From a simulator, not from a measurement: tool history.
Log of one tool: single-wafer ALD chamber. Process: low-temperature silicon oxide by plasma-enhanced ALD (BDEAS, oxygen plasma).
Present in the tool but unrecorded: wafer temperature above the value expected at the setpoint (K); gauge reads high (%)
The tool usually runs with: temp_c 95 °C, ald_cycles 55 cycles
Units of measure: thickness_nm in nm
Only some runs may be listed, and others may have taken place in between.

run,hour,temp_c,ald_cycles,wafers since the last listed run,hours since the last thermocouple change,hours since the gauge calibration,"read-back reference wafer on the same gauge, thickness_nm",thickness_nm
1,0,95,55,0,1134.7,141.9,7.909,7.668
2,70.9,95,55,376,1205.6,212.8,7.906,7.64
3,95.9,95,60,132,1230.6,237.8,7.906,8.359
4,125.3,95,60,156,1260,267.2,7.91,8.343
5,195,90,55,369,1329.7,336.9,7.902,7.811
6,264.2,87,55,367,1398.9,406.1,7.91,7.868
7,294.2,87,55,159,1428.9,436.1,7.913,7.806
8,336.9,100,51,226,1471.6,478.8,7.905,6.969
9,403,100,51,350,1537.7,544.9,7.915,7.014
10,505.5,100,51,544,1640.2,647.4,7.913,6.972
11,543.9,95,55,203,1678.6,685.8,7.901,7.633
12,586.3,95,55,225,1721,728.2,7.903,7.619
13,648.8,89,61,331,1783.5,790.7,7.907,8.545
14,718.1,109,55,367,1852.8,860,7.906,7.417
# hour 754.8: thermocouple changed; heater temperature recalibrated
15,766.1,104,52,212,11.3,908,7.911,7.109
16,819.5,95,60,283,64.7,961.4,7.903,8.439
# hour 824.4: gauge calibrated
17,854.7,84,63,186,99.9,30.3,7.911,9.143
18,916,101,65,325,161.2,91.6,7.908,8.966
19,962.4,88,58,246,207.6,138,7.912,8.309
20,1001.9,81,55,209,247.1,177.5,7.911,8.005
21,1029.8,95,55,148,275,205.4,7.904,7.739
22,1061.5,95,58,168,306.7,237.1,7.908,8.133
23,1102.6,95,46,218,347.8,278.2,7.909,6.452
24,1141.4,107,47,205,386.6,317,7.909,6.41
25,1175.1,104,52,178,420.3,350.7,7.904,7.105

Branching from run 25: 5 alternative next runs. What would each branch give?
A,1175.6,95,55,2,420.8,351.2,?,?
B,1175.6,106,59,2,420.8,351.2,?,?
C,1175.6,89,52,2,420.8,351.2,?,?
D,1175.6,107,59,2,420.8,351.2,?,?
E,1175.6,91,64,2,420.8,351.2,?,?

run,"read-back reference wafer on the same gauge, thickness_nm",thickness_nm
A,7.914,7.724
B,7.914,8.076
C,7.914,7.44
D,7.914,8.063
E,7.914,9.101
What these runs would have given with no unlogged condition in the tool:
run,thickness_nm
A,7.736
B,8.082
C,7.451
D,8.069
E,9.114

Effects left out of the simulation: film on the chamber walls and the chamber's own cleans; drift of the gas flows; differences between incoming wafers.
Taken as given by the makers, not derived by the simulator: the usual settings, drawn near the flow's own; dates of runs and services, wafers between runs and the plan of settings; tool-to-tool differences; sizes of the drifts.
